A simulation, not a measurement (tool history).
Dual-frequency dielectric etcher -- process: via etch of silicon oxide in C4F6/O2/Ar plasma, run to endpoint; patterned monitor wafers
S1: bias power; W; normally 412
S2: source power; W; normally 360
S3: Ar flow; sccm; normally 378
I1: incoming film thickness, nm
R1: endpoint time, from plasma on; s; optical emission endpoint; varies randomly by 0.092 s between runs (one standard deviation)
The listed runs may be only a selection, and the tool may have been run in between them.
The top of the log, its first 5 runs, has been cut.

run	hour	S1	S2	S3	I1	R1
6	63	412	360	378	107.2	26.5
7	77.8	412	360	378	109.3	27.2
8	88.8	412	360	378	110	27.2
# hour 124.3: upper electrode replaced
9	124.8	412	380	378	109.5	26.5
10	125.2	412	360	436	109.1	27.7
11	127.5	412	360	436	108.9	27.6
12	138.1	412	360	436	109.4	27.5
13	151.3	412	360	378	108.2	26.7
# hour 163.5: source power generator calibrated
14	164	510	310	378	110	26.3
# hour 175.7: bias power generator calibrated
15	176.2	512	290	310	107.8	25.5
16	188.1	354	360	316	108.1	27.4
17	204.1	412	360	378	107.8	26.6
# hour 223.6: Ar flow controller replaced
# hour 230.9: wet clean of the chamber
18	231.4	330	290	453	107.4	34.1
19	231.8	412	360	378	109.1	27.7
20	244.1	325	430	468	110.2	30
21	253.8	512	290	310	108.9	26.4
22	264.5	412	360	378	109	27.6
23	271	412	410	378	107.8	26.1
24	287.1	412	450	378	108.9	25.2
25	299.4	412	360	378	109.3	27.8
26	326.3	441	330	448	108.9	28.5
27	340.2	412	310	378	109	29.4
28	353	484	360	340	108.9	25.1
29	370.3	497	420	432	108.1	24.1
30	378.6	412	360	378	108.9	27.4

Consider 3 possible next runs. They are alternatives, not a sequence: every one starts from the tool as it was left by run 30. What does each give?
A	379	412	360	469	108.8	?
B	379	412	400	440	108.8	?
C	379	444	390	438	108.8	?

run	R1
A	28.3
B	27
C	26.4
Without the tool's unlogged condition, the same runs would have read:
run	R1
A	28.6
B	27.2
C	26.6

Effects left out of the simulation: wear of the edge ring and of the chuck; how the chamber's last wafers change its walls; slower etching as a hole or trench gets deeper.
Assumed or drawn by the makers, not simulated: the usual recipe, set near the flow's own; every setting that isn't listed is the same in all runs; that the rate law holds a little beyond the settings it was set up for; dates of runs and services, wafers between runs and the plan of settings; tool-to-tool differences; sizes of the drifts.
